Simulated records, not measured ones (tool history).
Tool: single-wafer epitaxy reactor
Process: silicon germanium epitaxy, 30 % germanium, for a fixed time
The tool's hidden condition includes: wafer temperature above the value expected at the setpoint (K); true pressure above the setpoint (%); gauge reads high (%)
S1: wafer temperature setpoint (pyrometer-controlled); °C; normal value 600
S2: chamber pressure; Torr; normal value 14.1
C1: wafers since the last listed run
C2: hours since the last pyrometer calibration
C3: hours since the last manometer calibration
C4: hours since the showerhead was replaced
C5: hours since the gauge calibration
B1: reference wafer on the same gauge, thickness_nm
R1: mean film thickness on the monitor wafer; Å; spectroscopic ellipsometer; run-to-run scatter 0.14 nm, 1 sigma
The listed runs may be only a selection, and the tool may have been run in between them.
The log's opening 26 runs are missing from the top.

run 27 day=31.771 | S1=607 S2=14.1 | C1=312 C2=331.6 C3=45.5 C4=488.2 C5=353.7 | B1=49.42 | R1=572.27
run 28 day=32.85 | S1=589 S2=16 | C1=574 C2=357.5 C3=71.4 C4=514.1 C5=379.6 | B1=49.396 | R1=442.94
run 29 day=33.558 | S1=595 S2=14.1 | C1=377 C2=374.5 C3=88.4 C4=531.1 C5=396.6 | B1=49.437 | R1=463.03
run 30 day=35.017 | S1=600 S2=17.6 | C1=776 C2=409.5 C3=123.4 C4=566.1 C5=431.6 | B1=49.363 | R1=557.4
run 31 day=35.571 | S1=595 S2=17.1 | C1=295 C2=422.8 C3=136.7 C4=579.4 C5=444.9 | B1=49.339 | R1=506.92
run 32 day=39.438 | S1=586 S2=16.6 | C1=2059 C2=515.6 C3=229.5 C4=672.2 C5=537.7 | B1=49.274 | R1=426.94
run 33 day=40.625 | S1=600 S2=11.6 | C1=632 C2=544.1 C3=258 C4=700.7 C5=566.2 | B1=49.203 | R1=462.06
run 34 day=41.767 | S1=590 S2=12.6 | C1=607 C2=571.5 C3=285.4 C4=728.1 C5=593.6 | B1=49.164 | R1=401.88

Alternative continuations, all from the tool just after run 34; predict every row:
run A day=41.783 | S1=593 S2=14.1 | C1=8 C2=571.9 C3=285.8 C4=728.5 C5=594 | B1=? | R1=?
run B day=41.783 | S1=587 S2=15.9 | C1=8 C2=571.9 C3=285.8 C4=728.5 C5=594 | B1=? | R1=?
run C day=41.783 | S1=613 S2=12.2 | C1=8 C2=571.9 C3=285.8 C4=728.5 C5=594 | B1=? | R1=?
run D day=41.783 | S1=615 S2=12.2 | C1=8 C2=571.9 C3=285.8 C4=728.5 C5=594 | B1=? | R1=?
run E day=41.783 | S1=600 S2=15.3 | C1=8 C2=571.9 C3=285.8 C4=728.5 C5=594 | B1=? | R1=?

run=A B1=49.203 R1=446.94
run=B B1=49.203 R1=425.38
run=C B1=49.203 R1=587.35
run=D B1=49.203 R1=607.35
run=E B1=49.203 R1=524.53
With no hidden state in the tool, these same runs would have given:
run=A R1=452.46
run=B R1=430.64
run=C R1=594.6
run=D R1=614.84
run=E R1=531
